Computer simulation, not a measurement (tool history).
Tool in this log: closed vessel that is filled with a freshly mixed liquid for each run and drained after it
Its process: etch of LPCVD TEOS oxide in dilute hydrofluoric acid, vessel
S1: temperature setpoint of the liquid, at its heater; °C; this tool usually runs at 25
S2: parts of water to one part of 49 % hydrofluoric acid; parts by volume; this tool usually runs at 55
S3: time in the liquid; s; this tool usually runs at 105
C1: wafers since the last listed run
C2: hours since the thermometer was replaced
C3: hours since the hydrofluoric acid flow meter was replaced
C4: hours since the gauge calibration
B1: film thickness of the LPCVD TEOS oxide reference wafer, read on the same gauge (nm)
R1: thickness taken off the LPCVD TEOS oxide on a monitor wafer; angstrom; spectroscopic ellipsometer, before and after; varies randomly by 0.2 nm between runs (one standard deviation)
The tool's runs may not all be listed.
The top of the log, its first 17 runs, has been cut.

run    hour    S1  S2   S3     C1      C2     C3      C4      B1     R1
 18  1644.7    25  55  105   6061     842  506.5  3644.5  109.94  358.8
       1683  -- gauge calibrated
 19  1683.6  20.5  65  165   2940   880.9  545.4     0.6  109.97    383
 20  1751.3    25  55   65   5116   948.6  613.1    68.3  110.02  221.3
 21    1850    25  55  105   7459  1047.3  711.8     167  109.97  349.7
     1865.7  -- hydrofluoric acid flow meter replaced
 22  1908.7  26.5  40   50   4360    1106     43   225.7  110.02  262.4
     1935.6  -- thermometer replaced
 23  1947.6    21  55  105   2864      12   81.9   264.6  109.99  312.1
 24  2053.4  26.5  30   60   7996   117.8  187.7   370.4  109.98  421.9
 25  2148.5    25  55  125   7187   212.9  282.8   465.5  110.02  429.8
 26  2225.4    28  75   80   5812   289.8  359.7   542.4  110.01  220.9
 27  2316.6    25  55  105   6892     381  450.9   633.6     110  361.2
 28  2371.2    21  55   80   4126   435.6  505.5   688.2  110.03  231.1
 29    2430  20.5  40  145   4444   494.4  564.3     747  110.04    573
 30  2519.8  22.5  55  105   6787   584.2  654.1   836.8  109.98  317.9
     2598.6  -- hydrofluoric acid flow meter replaced
 31  2837.1    29  70  105  23905   901.5  238.5  1154.1  109.97  325.8
 32  2944.6    21  85  135   8124    1009    346  1261.6     110  244.2
 33    3026  21.5  75   70   6152  1090.4  427.4    1343  110.03  147.5
 34  3101.2  26.5  55  105   5683  1165.6  502.6  1418.2  109.99  372.5

What if the next run were any one of these 3? Each begins from the tool's condition after run 34:
  A  3101.9  25  55  105  52  1166.3  503.3  1418.9   ?   ?
  B  3101.9  23  75  145  52  1166.3  503.3  1418.9   ?   ?
  C  3101.9  23  70   55  52  1166.3  503.3  1418.9   ?   ?

run      B1     R1
  A  110.02  354.6
  B  110.02  322.3
  C  110.02  131.8
Without the tool's unlogged condition, the same runs would have read:
run     R1
  A    371
  B  337.5
  C    138
